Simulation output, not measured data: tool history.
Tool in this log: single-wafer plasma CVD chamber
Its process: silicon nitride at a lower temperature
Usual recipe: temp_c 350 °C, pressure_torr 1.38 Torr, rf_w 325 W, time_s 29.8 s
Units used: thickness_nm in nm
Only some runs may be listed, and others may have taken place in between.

run	day	temp_c	pressure_torr	rf_w	time_s	wafers since the last listed run	hours since the last thermocouple change	hours since the last RF generator calibration	hours since the last manometer calibration	hours since the showerhead was replaced	hours since the gauge calibration	read-back reference wafer on the same gauge, thickness_nm	thickness_nm
1	0.000	342	1.38	325	29.8	0	2488.9	1009.3	1918.3	3725.4	283.8	35.798	29.976
2	1.208	342	1.38	325	29.8	522	2517.9	1038.3	1947.3	3754.4	312.8	35.796	29.828
3	1.721	339	1.38	325	29.8	221	2530.2	1050.6	1959.6	3766.7	325.1	35.804	29.957
4	3.092	339	1.38	325	29.8	592	2563.1	1083.5	1992.5	3799.6	358.0	35.797	29.809
5	3.754	350	1.38	325	29.8	286	2579.0	1099.4	2008.4	3815.5	373.9	35.801	29.725
6	5.146	350	1.38	325	29.8	601	2612.4	1132.8	2041.8	3848.9	407.3	35.798	29.659
7	6.138	350	1.38	325	29.8	428	2636.2	1156.6	2065.6	3872.7	431.1	35.796	29.632
8	7.275	350	1.38	325	29.8	491	2663.5	1183.9	2092.9	3900.0	458.4	35.806	29.619
# day 8.221: capacitance manometer re-zeroed and calibrated
9	8.733	358	1.38	325	32.1	486	2698.5	1218.9	12.3	3935.0	493.4	35.795	32.452
10	9.496	358	1.38	325	32.1	329	2716.8	1237.2	30.6	3953.3	511.7	35.799	32.331
11	10.662	350	1.38	325	29.8	504	2744.8	1265.2	58.6	3981.3	539.7	35.797	29.973
12	11.779	350	1.38	325	29.8	482	2771.6	1292.0	85.4	4008.1	566.5	35.793	29.927
13	12.325	340	1.38	325	33.8	235	2784.7	1305.1	98.5	4021.2	579.6	35.795	34.096
# day 13.312: RF generator calibrated
14	13.733	365	1.28	385	34.7	464	2818.5	10.1	132.3	4055.0	613.4	35.805	38.040
15	14.479	350	1.38	295	29.8	322	2836.4	28.0	150.2	4072.9	631.3	35.809	29.193
# day 14.746: gauge calibrated
16	15.625	350	1.38	325	29.8	495	2863.9	55.5	177.7	4100.4	21.1	35.810	30.571
# day 16.338: thermocouple changed; heater temperature recalibrated
17	16.871	361	1.57	280	29.8	394	12.8	85.4	207.6	4130.3	51.0	35.796	29.116
18	17.408	350	1.11	325	29.8	232	25.7	98.3	220.5	4143.2	63.9	35.806	29.172
19	18.046	341	1.47	325	29.8	275	41.0	113.6	235.8	4158.5	79.2	35.802	31.132
# day 19.479: showerhead replaced
20	19.508	359	1.69	325	29.8	488	76.1	148.7	270.9	0.7	114.3	35.787	31.937
21	20.017	350	1.23	355	29.8	219	88.3	160.9	283.1	12.9	126.5	35.800	31.107
22	21.371	358	1.38	305	35.3	585	120.8	193.4	315.6	45.4	159.0	35.803	34.948
23	22.633	350	1.38	325	29.8	545	151.1	223.7	345.9	75.7	189.3	35.802	30.531
24	23.479	350	1.48	365	29.8	365	171.4	244.0	366.2	96.0	209.6	35.814	32.873
25	24.508	336	1.62	325	29.8	444	196.1	268.7	390.9	120.7	234.3	35.797	31.812
26	25.742	345	1.72	370	26.9	533	225.7	298.3	420.5	150.3	263.9	35.809	31.015
27	27.133	350	1.38	305	26.0	601	259.1	331.7	453.9	183.7	297.3	35.797	25.671

Here are 5 independent what-if runs from the current tool condition. What would each one return?
A	27.150	338	1.38	325	29.8	7	259.5	332.1	454.3	184.1	297.7	?	?
B	27.150	339	1.19	385	28.1	7	259.5	332.1	454.3	184.1	297.7	?	?
C	27.150	350	1.38	390	33.2	7	259.5	332.1	454.3	184.1	297.7	?	?
D	27.150	350	1.26	305	29.8	7	259.5	332.1	454.3	184.1	297.7	?	?
E	27.150	350	1.72	325	24.1	7	259.5	332.1	454.3	184.1	297.7	?	?

run	read-back reference wafer on the same gauge, thickness_nm	thickness_nm
A	35.819	30.565
B	35.819	30.304
C	35.819	37.157
D	35.819	28.837
E	35.819	25.940
Had the tool no hidden state, the same runs would have come out as:
run	thickness_nm
A	31.044
B	30.775
C	37.732
D	29.291
E	26.336

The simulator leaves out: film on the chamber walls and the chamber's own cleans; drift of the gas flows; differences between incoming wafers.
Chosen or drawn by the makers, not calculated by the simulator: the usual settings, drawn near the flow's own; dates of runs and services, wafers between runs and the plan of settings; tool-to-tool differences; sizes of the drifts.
